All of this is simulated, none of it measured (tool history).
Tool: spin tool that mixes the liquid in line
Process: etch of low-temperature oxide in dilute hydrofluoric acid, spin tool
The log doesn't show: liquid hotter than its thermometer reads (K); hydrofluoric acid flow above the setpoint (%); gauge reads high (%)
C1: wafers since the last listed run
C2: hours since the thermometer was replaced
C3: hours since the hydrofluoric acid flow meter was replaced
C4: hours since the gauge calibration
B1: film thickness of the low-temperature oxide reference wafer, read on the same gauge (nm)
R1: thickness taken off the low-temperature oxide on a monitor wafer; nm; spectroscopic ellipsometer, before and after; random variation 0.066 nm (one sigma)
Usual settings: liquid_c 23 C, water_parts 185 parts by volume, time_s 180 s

{"run": 1, "hour": 0.0, "liquid_c": 23, "water_parts": 185, "time_s": 180, "C1": 0, "C2": 1400.4, "C3": 1084.7, "C4": 29, "B1": 69.99, "R1": 15.89}
{"run": 2, "hour": 16.9, "liquid_c": 23, "water_parts": 185, "time_s": 180, "C1": 169, "C2": 1417.3, "C3": 1101.6, "C4": 45.9, "B1": 70, "R1": 15.87}
{"run": 3, "hour": 48.3, "liquid_c": 23, "water_parts": 185, "time_s": 180, "C1": 315, "C2": 1448.7, "C3": 1133, "C4": 77.3, "B1": 69.98, "R1": 15.91}
{"run": 4, "hour": 73.4, "liquid_c": 23, "water_parts": 185, "time_s": 180, "C1": 252, "C2": 1473.8, "C3": 1158.1, "C4": 102.4, "B1": 70, "R1": 15.88}
{"run": 5, "hour": 89.7, "liquid_c": 23, "water_parts": 185, "time_s": 180, "C1": 163, "C2": 1490.1, "C3": 1174.4, "C4": 118.7, "B1": 70.01, "R1": 15.88}
{"run": 6, "hour": 102.9, "liquid_c": 23, "water_parts": 185, "time_s": 180, "C1": 132, "C2": 1503.3, "C3": 1187.6, "C4": 131.9, "B1": 70, "R1": 16.05}
{"run": 7, "hour": 123.3, "liquid_c": 23, "water_parts": 185, "time_s": 180, "C1": 204, "C2": 1523.7, "C3": 1208, "C4": 152.3, "B1": 70.01, "R1": 16}
{"run": 8, "hour": 150.1, "liquid_c": 23, "water_parts": 185, "time_s": 180, "C1": 269, "C2": 1550.5, "C3": 1234.8, "C4": 179.1, "B1": 69.99, "R1": 15.87}
{"run": 9, "hour": 165.6, "liquid_c": 23, "water_parts": 185, "time_s": 180, "C1": 155, "C2": 1566, "C3": 1250.3, "C4": 194.6, "B1": 70, "R1": 15.94}
{"run": 10, "hour": 200.3, "liquid_c": 27, "water_parts": 240, "time_s": 180, "C1": 348, "C2": 1600.7, "C3": 1285, "C4": 229.3, "B1": 70.01, "R1": 13.45}
{"hour": 225.7, "done": "gauge calibrated"}
{"run": 11, "hour": 229.2, "liquid_c": 27, "water_parts": 240, "time_s": 180, "C1": 290, "C2": 1629.6, "C3": 1313.9, "C4": 3.5, "B1": 69.99, "R1": 13.41}
{"run": 12, "hour": 250.7, "liquid_c": 23, "water_parts": 185, "time_s": 180, "C1": 216, "C2": 1651.1, "C3": 1335.4, "C4": 25, "B1": 70.03, "R1": 15.96}
{"run": 13, "hour": 277.7, "liquid_c": 20.5, "water_parts": 185, "time_s": 180, "C1": 271, "C2": 1678.1, "C3": 1362.4, "C4": 52, "B1": 70.01, "R1": 14.45}
{"run": 14, "hour": 291.5, "liquid_c": 23, "water_parts": 185, "time_s": 180, "C1": 138, "C2": 1691.9, "C3": 1376.2, "C4": 65.8, "B1": 69.99, "R1": 15.89}
{"run": 15, "hour": 325.4, "liquid_c": 25.5, "water_parts": 185, "time_s": 245, "C1": 340, "C2": 1725.8, "C3": 1410.1, "C4": 99.7, "B1": 70.01, "R1": 23.58}
{"run": 16, "hour": 343.1, "liquid_c": 23, "water_parts": 185, "time_s": 240, "C1": 177, "C2": 1743.5, "C3": 1427.8, "C4": 117.4, "B1": 69.99, "R1": 21.2}
{"run": 17, "hour": 355.2, "liquid_c": 21, "water_parts": 230, "time_s": 215, "C1": 121, "C2": 1755.6, "C3": 1439.9, "C4": 129.5, "B1": 69.99, "R1": 13.44}
{"hour": 379.5, "done": "hydrofluoric acid flow meter replaced"}
{"run": 18, "hour": 380.0, "liquid_c": 23, "water_parts": 185, "time_s": 180, "C1": 239, "C2": 1780.4, "C3": 0.5, "C4": 154.3, "B1": 70, "R1": 15.9}
{"run": 19, "hour": 399.0, "liquid_c": 20.5, "water_parts": 215, "time_s": 180, "C1": 190, "C2": 1799.4, "C3": 19.5, "C4": 173.3, "B1": 70.01, "R1": 12.01}
{"hour": 406.9, "done": "thermometer replaced"}
{"run": 20, "hour": 428.5, "liquid_c": 23, "water_parts": 185, "time_s": 180, "C1": 286, "C2": 21.6, "C3": 49, "C4": 202.8, "B1": 70.02, "R1": 15.94}
{"run": 21, "hour": 446.1, "liquid_c": 23, "water_parts": 185, "time_s": 180, "C1": 176, "C2": 39.2, "C3": 66.6, "C4": 220.4, "B1": 70, "R1": 15.97}
{"run": 22, "hour": 477.3, "liquid_c": 27.5, "water_parts": 145, "time_s": 210, "C1": 313, "C2": 70.4, "C3": 97.8, "C4": 251.6, "B1": 70, "R1": 29.35}
{"hour": 482.3, "done": "gauge calibrated"}
{"run": 23, "hour": 492.9, "liquid_c": 26, "water_parts": 210, "time_s": 180, "C1": 156, "C2": 86, "C3": 113.4, "C4": 10.6, "B1": 69.99, "R1": 15.29}
{"run": 24, "hour": 516.2, "liquid_c": 23, "water_parts": 185, "time_s": 180, "C1": 234, "C2": 109.3, "C3": 136.7, "C4": 33.9, "B1": 70, "R1": 15.83}
{"run": 25, "hour": 530.2, "liquid_c": 23, "water_parts": 225, "time_s": 130, "C1": 140, "C2": 123.3, "C3": 150.7, "C4": 47.9, "B1": 70.02, "R1": 8.99}

Forecast each of these 3 alternatives for the next run:
{"run": "A", "hour": 530.7, "liquid_c": 23, "water_parts": 185, "time_s": 180, "C1": 5, "C2": 123.8, "C3": 151.2, "C4": 48.4, "B1": "?", "R1": "?"}
{"run": "B", "hour": 530.7, "liquid_c": 27, "water_parts": 185, "time_s": 130, "C1": 5, "C2": 123.8, "C3": 151.2, "C4": 48.4, "B1": "?", "R1": "?"}
{"run": "C", "hour": 530.7, "liquid_c": 19.5, "water_parts": 140, "time_s": 215, "C1": 5, "C2": 123.8, "C3": 151.2, "C4": 48.4, "B1": "?", "R1": "?"}

run=A B1=70.03 R1=15.84
run=B B1=70.03 R1=13.27
run=C B1=70.03 R1=22.88
Without the tool's hidden state the same runs would have given:
run=A R1=15.84
run=B R1=13.27
run=C R1=22.88
